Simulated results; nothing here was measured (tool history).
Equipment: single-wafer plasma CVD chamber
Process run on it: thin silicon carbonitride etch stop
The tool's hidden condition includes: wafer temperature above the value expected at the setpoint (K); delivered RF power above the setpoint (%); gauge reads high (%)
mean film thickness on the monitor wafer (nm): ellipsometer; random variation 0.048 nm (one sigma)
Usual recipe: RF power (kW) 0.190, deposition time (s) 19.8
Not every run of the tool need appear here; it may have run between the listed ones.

run    hour  RF power (kW)  deposition time (s)  wafers since the last listed run  hours since the last thermocouple change  hours since the last RF generator calibration  hours since the showerhead was replaced  hours since the gauge calibration  read-back reference wafer on the same gauge, thickness_nm  mean film thickness on the monitor wafer (nm)
  1     0.0          0.190                 19.8                                 0                                    1081.0                                         2024.6                                   6927.0                              562.7                                                     13.007                                         11.654
  2    57.5          0.190                 19.8                              1729                                    1138.5                                         2082.1                                   6984.5                              620.2                                                     13.011                                         11.791
  3   224.0          0.190                 20.8                              5007                                    1305.0                                         2248.6                                   7151.0                              786.7                                                     13.010                                         12.381
  4   289.5          0.190                 20.8                              1969                                    1370.5                                         2314.1                                   7216.5                              852.2                                                     13.006                                         12.387
  5   314.9          0.190                 20.8                               763                                    1395.9                                         2339.5                                   7241.9                              877.6                                                     12.990                                         12.298
  6   384.4          0.190                 21.6                              2090                                    1465.4                                         2409.0                                   7311.4                              947.1                                                     13.008                                         12.872
      437.4  -- showerhead replaced
  7   437.9          0.205                 19.8                              1368                                    1518.9                                         2462.5                                      0.5                             1000.6                                                     13.008                                         11.968
  8   481.4          0.205                 19.8                              1308                                    1562.4                                         2506.0                                     44.0                             1044.1                                                     13.021                                         11.901
  9   525.7          0.170                 21.5                              1332                                    1606.7                                         2550.3                                     88.3                             1088.4                                                     12.978                                         12.460
      549.4  -- thermocouple changed; heater temperature recalibrated
 10   573.9          0.170                 21.5                              1208                                      24.5                                         2598.5                                    136.5                             1136.6                                                     12.988                                         12.449
      597.4  -- gauge calibrated
 11   608.1          0.170                 21.5                              1028                                      58.7                                         2632.7                                    170.7                               10.7                                                     12.997                                         12.442
 12   644.9          0.190                 19.8                              1106                                      95.5                                         2669.5                                    207.5                               47.5                                                     12.997                                         11.800
 13   707.7          0.190                 19.8                              1888                                     158.3                                         2732.3                                    270.3                              110.3                                                     12.996                                         11.687
 14   736.8          0.190                 19.8                               875                                     187.4                                         2761.4                                    299.4                              139.4                                                     12.995                                         11.819
      769.5  -- RF generator calibrated
 15   774.0          0.220                 18.3                               878                                     224.6                                            4.5                                    336.6                              176.6                                                     12.982                                         11.294
 16   801.6          0.205                 19.8                               829                                     252.2                                           32.1                                    364.2                              204.2                                                     12.995                                         11.951
 17   865.9          0.220                 18.2                              1933                                     316.5                                           96.4                                    428.5                              268.5                                                     13.009                                         11.193
 18   936.1          0.160                 19.8                              2111                                     386.7                                          166.6                                    498.7                              338.7                                                     13.022                                         11.225
 19   985.0          0.190                 19.8                              1470                                     435.6                                          215.5                                    547.6                              387.6                                                     12.998                                         11.685
 20  1053.7          0.180                 21.7                              2065                                     504.3                                          284.2                                    616.3                              456.3                                                     12.990                                         12.612
 21  1090.9          0.225                 22.4                              1118                                     541.5                                          321.4                                    653.5                              493.5                                                     13.008                                         13.951
 22  1120.2          0.165                 21.8                               881                                     570.8                                          350.7                                    682.8                              522.8                                                     13.000                                         12.411
 23  1151.7          0.220                 19.8                               947                                     602.3                                          382.2                                    714.3                              554.3                                                     13.014                                         12.207
 24  1207.0          0.190                 19.8                              1662                                     657.6                                          437.5                                    769.6                              609.6                                                     12.994                                         11.704
 25  1274.9          0.190                 19.8                              2041                                     725.5                                          505.4                                    837.5                              677.5                                                     12.993                                         11.743
 26  1309.0          0.190                 17.6                              1025                                     759.6                                          539.5                                    871.6                              711.6                                                     13.010                                         10.404

Consider 4 possible next runs. They are alternatives, not a sequence: every one starts from the tool as it was left by run 26. What does each give?
  A  1309.4          0.190                 19.8                                12                                     760.0                                          539.9                                    872.0                              712.0                                                          ?                                              ?
  B  1309.4          0.180                 19.8                                12                                     760.0                                          539.9                                    872.0                              712.0                                                          ?                                              ?
  C  1309.4          0.220                 16.1                                12                                     760.0                                          539.9                                    872.0                              712.0                                                          ?                                              ?
  D  1309.4          0.190                 21.3                                12                                     760.0                                          539.9                                    872.0                              712.0                                                          ?                                              ?

run  read-back reference wafer on the same gauge, thickness_nm  mean film thickness on the monitor wafer (nm)
  A                                                     13.004                                         11.759
  B                                                     13.004                                         11.593
  C                                                     13.004                                          9.941
  D                                                     13.004                                         12.650
The same runs, with their run-to-run variation unchanged, on a tool lacking any hidden condition would have given:
run  mean film thickness on the monitor wafer (nm)
  A                                         11.759
  B                                         11.593
  C                                          9.941
  D                                         12.650

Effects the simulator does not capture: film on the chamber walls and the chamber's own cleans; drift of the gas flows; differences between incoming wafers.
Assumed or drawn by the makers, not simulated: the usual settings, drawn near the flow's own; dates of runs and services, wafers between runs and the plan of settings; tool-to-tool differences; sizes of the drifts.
